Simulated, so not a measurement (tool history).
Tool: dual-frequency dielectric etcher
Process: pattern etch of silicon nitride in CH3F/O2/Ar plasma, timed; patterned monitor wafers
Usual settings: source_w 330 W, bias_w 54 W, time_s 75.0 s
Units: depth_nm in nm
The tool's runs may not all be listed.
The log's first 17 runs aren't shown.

| run | hour | source_w | bias_w | time_s | wafers since the last listed run | hours since the last wet clean | hours since the last source power generator calibration | hours since the last bias power generator calibration | hours since the last upper electrode change | hours since the gauge calibration | read-back reference wafer on the same gauge, depth_nm | depth_nm |
|---|---|---|---|---|---|---|---|---|---|---|---|---|
|  | 765.2 | source power generator calibrated |
| 18 | 791.0 | 400 | 54 | 75.0 | 358 | 440.0 | 25.8 | 563.8 | 856.7 | 193.7 | 46.10 | 46.15 |
| 19 | 846.8 | 330 | 54 | 75.0 | 534 | 495.8 | 81.6 | 619.6 | 912.5 | 249.5 | 46.13 | 42.84 |
| 20 | 895.0 | 330 | 54 | 55.0 | 461 | 544.0 | 129.8 | 667.8 | 960.7 | 297.7 | 46.10 | 31.21 |
| 21 | 955.4 | 330 | 47 | 75.0 | 578 | 604.4 | 190.2 | 728.2 | 1021.1 | 358.1 | 46.08 | 40.89 |
| 22 | 1011.8 | 380 | 49 | 57.0 | 539 | 660.8 | 246.6 | 784.6 | 1077.5 | 414.5 | 46.10 | 33.36 |
|  | 1041.5 | wet clean of the chamber |
| 23 | 1043.5 | 330 | 63 | 57.0 | 73 | 2.0 | 278.3 | 816.3 | 1109.2 | 446.2 | 46.09 | 34.16 |
| 24 | 1070.0 | 330 | 63 | 75.0 | 253 | 28.5 | 304.8 | 842.8 | 1135.7 | 472.7 | 46.11 | 44.84 |
| 25 | 1099.6 | 270 | 49 | 65.0 | 283 | 58.1 | 334.4 | 872.4 | 1165.3 | 502.3 | 46.08 | 33.13 |
| 26 | 1159.1 | 330 | 40 | 56.0 | 569 | 117.6 | 393.9 | 931.9 | 1224.8 | 561.8 | 46.10 | 29.10 |
| 27 | 1225.8 | 390 | 66 | 83.5 | 638 | 184.3 | 460.6 | 998.6 | 1291.5 | 628.5 | 46.08 | 54.19 |
| 28 | 1282.5 | 370 | 42 | 85.5 | 542 | 241.0 | 517.3 | 1055.3 | 1348.2 | 685.2 | 46.09 | 47.28 |
| 29 | 1327.6 | 390 | 67 | 75.0 | 431 | 286.1 | 562.4 | 1100.4 | 1393.3 | 730.3 | 46.11 | 48.94 |
| 30 | 1394.9 | 300 | 54 | 75.0 | 644 | 353.4 | 629.7 | 1167.7 | 1460.6 | 797.6 | 46.10 | 41.17 |
| 31 | 1445.8 | 330 | 45 | 89.0 | 487 | 404.3 | 680.6 | 1218.6 | 1511.5 | 848.5 | 46.13 | 48.00 |

Forecast each of these 3 alternatives for the next run:
| A | 1446.2 | 330 | 58 | 75.0 | 3 | 404.7 | 681.0 | 1219.0 | 1511.9 | 848.9 | ? | ? |
| B | 1446.2 | 390 | 65 | 85.0 | 3 | 404.7 | 681.0 | 1219.0 | 1511.9 | 848.9 | ? | ? |
| C | 1446.2 | 390 | 54 | 75.0 | 3 | 404.7 | 681.0 | 1219.0 | 1511.9 | 848.9 | ? | ? |

| run | read-back reference wafer on the same gauge, depth_nm | depth_nm |
|---|---|---|
| A | 46.12 | 43.67 |
| B | 46.12 | 54.88 |
| C | 46.12 | 45.64 |
Without the tool's hidden state the same runs would have given:
| run | depth_nm |
|---|---|
| A | 43.66 |
| B | 54.87 |
| C | 45.63 |
